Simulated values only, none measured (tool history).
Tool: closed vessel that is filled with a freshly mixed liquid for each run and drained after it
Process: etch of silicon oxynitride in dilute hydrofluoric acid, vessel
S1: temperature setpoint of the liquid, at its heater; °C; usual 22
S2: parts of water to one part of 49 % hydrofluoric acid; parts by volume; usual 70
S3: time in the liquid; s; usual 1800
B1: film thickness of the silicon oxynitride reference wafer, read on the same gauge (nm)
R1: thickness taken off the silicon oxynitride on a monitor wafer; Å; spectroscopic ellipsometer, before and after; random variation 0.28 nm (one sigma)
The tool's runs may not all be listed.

| run | hour | S1 | S2 | S3 | B1 | R1 |
|---|---|---|---|---|---|---|
| 1 | 0 | 22 | 70 | 1800 | 129.99 | 413.2 |
| 2 | 91.2 | 22 | 60 | 1800 | 130 | 486 |
| 3 | 172 | 22 | 60 | 1800 | 130.01 | 485.2 |
| 4 | 246.6 | 22 | 70 | 1800 | 129.99 | 413.1 |
| 5 | 341.1 | 20.5 | 70 | 2330 | 130 | 495.3 |
| 6 | 403.3 | 20.5 | 70 | 2330 | 129.99 | 493.9 |
| 7 | 495 | 20.5 | 70 | 2330 | 130.01 | 488.7 |
| 8 | 598.2 | 22 | 70 | 1120 | 130.02 | 251.9 |
| 9 | 645.5 | 22 | 70 | 2205 | 130.01 | 502.2 |
| 10 | 746 | 22 | 70 | 1800 | 130 | 402.1 |
| 11 | 802.5 | 22 | 70 | 1800 | 130.04 | 406.2 |
|  | 810.5 | hydrofluoric acid flow meter replaced |
| 12 | 845.3 | 22 | 70 | 1800 | 130.03 | 418.3 |
| 13 | 923.2 | 26.5 | 50 | 2860 | 130.02 | 1181.3 |
| 14 | 1014.6 | 25 | 70 | 1800 | 130.03 | 483.6 |
|  | 1105.8 | thermometer replaced |
| 15 | 1106.2 | 26 | 70 | 1385 | 130.01 | 389.2 |
| 16 | 1168.3 | 22 | 50 | 1800 | 129.99 | 593.6 |
| 17 | 1236.8 | 22 | 70 | 1800 | 129.97 | 416.1 |
| 18 | 1295.5 | 19 | 70 | 1305 | 130 | 257.8 |
| 19 | 1347 | 22 | 70 | 1800 | 129.99 | 412 |
| 20 | 1403.5 | 19.5 | 55 | 1515 | 130.01 | 392.2 |
| 21 | 1459.3 | 17 | 70 | 845 | 130 | 151.5 |
|  | 1470.3 | gauge calibrated |
| 22 | 1557.2 | 22 | 70 | 1800 | 129.99 | 408.2 |
| 23 | 1639.4 | 20 | 95 | 1400 | 129.97 | 208.1 |
| 24 | 1730.6 | 18 | 80 | 1440 | 130.01 | 232.6 |
| 25 | 1826 | 26.5 | 70 | 2190 | 130 | 612.2 |
|  | 1874.2 | hydrofluoric acid flow meter replaced |
| 26 | 1916.4 | 26.5 | 50 | 2775 | 130 | 1131.5 |
| 27 | 1979.7 | 20.5 | 70 | 1070 | 130 | 230.8 |
| 28 | 2041.1 | 22 | 70 | 2235 | 129.98 | 517.1 |
| 29 | 2124.1 | 20.5 | 40 | 1165 | 130 | 447.7 |
| 30 | 2227.8 | 22 | 55 | 1080 | 130.01 | 317.6 |
|  | 2267.6 | thermometer replaced |
| 31 | 2305.7 | 22 | 70 | 2235 | 129.99 | 508.1 |
| 32 | 2403.8 | 20.5 | 80 | 880 | 130.01 | 163.2 |

Forecast each of these 5 alternatives for the next run:
| A | 2405 | 22 | 70 | 1800 | ? | ? |
| B | 2405 | 18 | 100 | 1470 | ? | ? |
| C | 2405 | 24 | 70 | 1800 | ? | ? |
| D | 2405 | 25 | 40 | 2185 | ? | ? |
| E | 2405 | 18.5 | 70 | 1310 | ? | ? |

| run | B1 | R1 |
|---|---|---|
| A | 130.01 | 414.3 |
| B | 130.01 | 190.2 |
| C | 130.01 | 456.5 |
| D | 130.01 | 1044.2 |
| E | 130.01 | 253.4 |
Without the tool's hidden state the same runs would have given:
| run | R1 |
|---|---|
| A | 422.4 |
| B | 194 |
| C | 465.5 |
| D | 1064.4 |
| E | 258.4 |
